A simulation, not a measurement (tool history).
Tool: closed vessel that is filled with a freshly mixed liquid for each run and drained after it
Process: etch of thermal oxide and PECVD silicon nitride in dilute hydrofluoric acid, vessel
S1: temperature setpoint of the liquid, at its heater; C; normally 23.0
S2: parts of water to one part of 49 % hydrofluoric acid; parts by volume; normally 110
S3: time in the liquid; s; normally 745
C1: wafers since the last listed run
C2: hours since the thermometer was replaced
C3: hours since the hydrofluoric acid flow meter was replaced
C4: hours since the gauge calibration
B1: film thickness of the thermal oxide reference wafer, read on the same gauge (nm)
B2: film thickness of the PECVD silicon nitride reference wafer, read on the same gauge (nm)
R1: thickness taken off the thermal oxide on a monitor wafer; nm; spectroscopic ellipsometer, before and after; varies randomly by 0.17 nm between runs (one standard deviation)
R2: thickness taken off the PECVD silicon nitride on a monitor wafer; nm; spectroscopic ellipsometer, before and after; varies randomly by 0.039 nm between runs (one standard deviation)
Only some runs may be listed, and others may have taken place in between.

{"run": 1, "hour": 0.0, "S1": 23.0, "S2": 110, "S3": 745, "C1": 0, "C2": 1797.7, "C3": 206.9, "C4": 362.8, "B1": 30.01, "B2": 150.03, "R1": 27.82, "R2": 10.66}
{"run": 2, "hour": 61.3, "S1": 23.0, "S2": 110, "S3": 745, "C1": 5062, "C2": 1859.0, "C3": 268.2, "C4": 424.1, "B1": 29.99, "B2": 149.98, "R1": 27.68, "R2": 10.68}
{"run": 3, "hour": 107.5, "S1": 23.0, "S2": 110, "S3": 1100, "C1": 3815, "C2": 1905.2, "C3": 314.4, "C4": 470.3, "B1": 29.98, "B2": 149.95, "R1": 40.81, "R2": 15.69}
{"run": 4, "hour": 176.9, "S1": 23.0, "S2": 110, "S3": 1100, "C1": 5731, "C2": 1974.6, "C3": 383.8, "C4": 539.7, "B1": 30.01, "B2": 150.02, "R1": 40.31, "R2": 15.69}
{"run": 5, "hour": 233.5, "S1": 23.0, "S2": 110, "S3": 1100, "C1": 4674, "C2": 2031.2, "C3": 440.4, "C4": 596.3, "B1": 30.0, "B2": 150.03, "R1": 40.56, "R2": 15.63}
{"run": 6, "hour": 304.8, "S1": 23.0, "S2": 110, "S3": 745, "C1": 5888, "C2": 2102.5, "C3": 511.7, "C4": 667.6, "B1": 30.0, "B2": 150.01, "R1": 27.2, "R2": 10.55}
{"run": 7, "hour": 375.1, "S1": 23.0, "S2": 110, "S3": 745, "C1": 5805, "C2": 2172.8, "C3": 582.0, "C4": 737.9, "B1": 29.99, "B2": 150.07, "R1": 27.54, "R2": 10.51}
{"run": 8, "hour": 436.5, "S1": 23.0, "S2": 110, "S3": 745, "C1": 5070, "C2": 2234.2, "C3": 643.4, "C4": 799.3, "B1": 30.02, "B2": 150.01, "R1": 27.13, "R2": 10.52}
{"run": 9, "hour": 533.8, "S1": 23.0, "S2": 110, "S3": 745, "C1": 8035, "C2": 2331.5, "C3": 740.7, "C4": 896.6, "B1": 30.01, "B2": 149.93, "R1": 27.14, "R2": 10.49}
{"run": 10, "hour": 617.0, "S1": 23.0, "S2": 110, "S3": 745, "C1": 6871, "C2": 2414.7, "C3": 823.9, "C4": 979.8, "B1": 29.98, "B2": 149.99, "R1": 27.03, "R2": 10.42}
{"hour": 630.8, "done": "gauge calibrated"}
{"run": 11, "hour": 667.2, "S1": 23.0, "S2": 110, "S3": 745, "C1": 4145, "C2": 2464.9, "C3": 874.1, "C4": 36.4, "B1": 30.01, "B2": 150.03, "R1": 27.12, "R2": 10.35}
{"hour": 676.4, "done": "thermometer replaced"}
{"run": 12, "hour": 774.1, "S1": 23.0, "S2": 110, "S3": 745, "C1": 8745, "C2": 97.7, "C3": 981.0, "C4": 143.3, "B1": 30.01, "B2": 149.96, "R1": 26.88, "R2": 10.39}
{"run": 13, "hour": 879.2, "S1": 20.5, "S2": 110, "S3": 1105, "C1": 8679, "C2": 202.8, "C3": 1086.1, "C4": 248.4, "B1": 30.0, "B2": 149.95, "R1": 36.09, "R2": 12.98}
{"run": 14, "hour": 916.6, "S1": 24.5, "S2": 125, "S3": 745, "C1": 3088, "C2": 240.2, "C3": 1123.5, "C4": 285.8, "B1": 30.0, "B2": 150.07, "R1": 24.49, "R2": 10.03}
{"run": 15, "hour": 975.8, "S1": 19.0, "S2": 135, "S3": 1055, "C1": 4889, "C2": 299.4, "C3": 1182.7, "C4": 345.0, "B1": 29.99, "B2": 150.06, "R1": 25.57, "R2": 9.18}
{"run": 16, "hour": 1062.5, "S1": 21.0, "S2": 110, "S3": 915, "C1": 7160, "C2": 386.1, "C3": 1269.4, "C4": 431.7, "B1": 29.99, "B2": 150.01, "R1": 30.09, "R2": 11.02}
{"run": 17, "hour": 1128.8, "S1": 23.0, "S2": 110, "S3": 600, "C1": 5475, "C2": 452.4, "C3": 1335.7, "C4": 498.0, "B1": 29.98, "B2": 150.01, "R1": 21.48, "R2": 8.28}
{"run": 18, "hour": 1177.6, "S1": 26.0, "S2": 90, "S3": 1150, "C1": 4030, "C2": 501.2, "C3": 1384.5, "C4": 546.8, "B1": 29.98, "B2": 150.0, "R1": 57.23, "R2": 23.27}
{"run": 19, "hour": 1254.3, "S1": 18.0, "S2": 110, "S3": 600, "C1": 6334, "C2": 577.9, "C3": 1461.2, "C4": 623.5, "B1": 29.97, "B2": 149.98, "R1": 17.14, "R2": 5.87}
{"hour": 1478.9, "done": "hydrofluoric acid flow meter replaced"}
{"run": 20, "hour": 1511.4, "S1": 23.0, "S2": 110, "S3": 745, "C1": 21150, "C2": 835.0, "C3": 32.5, "C4": 880.6, "B1": 30.01, "B2": 150.02, "R1": 28.27, "R2": 10.8}
{"run": 21, "hour": 1587.6, "S1": 24.5, "S2": 110, "S3": 745, "C1": 6293, "C2": 911.2, "C3": 108.7, "C4": 956.8, "B1": 30.03, "B2": 150.07, "R1": 29.75, "R2": 11.82}
{"run": 22, "hour": 1654.4, "S1": 23.0, "S2": 110, "S3": 745, "C1": 5516, "C2": 978.0, "C3": 175.5, "C4": 1023.6, "B1": 29.99, "B2": 150.0, "R1": 28.11, "R2": 10.76}
{"run": 23, "hour": 1690.6, "S1": 23.0, "S2": 110, "S3": 745, "C1": 2989, "C2": 1014.2, "C3": 211.7, "C4": 1059.8, "B1": 29.98, "B2": 150.01, "R1": 27.62, "R2": 10.68}
{"run": 24, "hour": 1796.0, "S1": 23.0, "S2": 125, "S3": 745, "C1": 8704, "C2": 1119.6, "C3": 317.1, "C4": 1165.2, "B1": 30.01, "B2": 150.02, "R1": 24.27, "R2": 9.42}
{"run": 25, "hour": 1850.9, "S1": 27.0, "S2": 70, "S3": 565, "C1": 4533, "C2": 1174.5, "C3": 372.0, "C4": 1220.1, "B1": 30.0, "B2": 149.99, "R1": 40.41, "R2": 16.34}
{"run": 26, "hour": 1923.3, "S1": 18.5, "S2": 95, "S3": 1040, "C1": 5979, "C2": 1246.9, "C3": 444.4, "C4": 1292.5, "B1": 29.98, "B2": 149.95, "R1": 37.8, "R2": 12.67}

Below are 3 alternative next runs, each starting from the tool's condition after run 26. Predict each:
{"run": "A", "hour": 1924.2, "S1": 23.0, "S2": 110, "S3": 900, "C1": 74, "C2": 1247.8, "C3": 445.3, "C4": 1293.4, "B1": "?", "B2": "?", "R1": "?", "R2": "?"}
{"run": "B", "hour": 1924.2, "S1": 23.0, "S2": 95, "S3": 895, "C1": 74, "C2": 1247.8, "C3": 445.3, "C4": 1293.4, "B1": "?", "B2": "?", "R1": "?", "R2": "?"}
{"run": "C", "hour": 1924.2, "S1": 21.5, "S2": 95, "S3": 745, "C1": 74, "C2": 1247.8, "C3": 445.3, "C4": 1293.4, "B1": "?", "B2": "?", "R1": "?", "R2": "?"}

run=A B1=30.00 B2=150.07 R1=33.29 R2=12.80
run=B B1=30.00 B2=150.07 R1=39.03 R2=14.70
run=C B1=30.00 B2=150.07 R1=30.58 R2=11.07
The same runs, with their run-to-run variation unchanged, on a tool lacking any hidden condition would have given:
run=A R1=34.10 R2=13.07
run=B R1=39.98 R2=15.02
run=C R1=31.32 R2=11.31
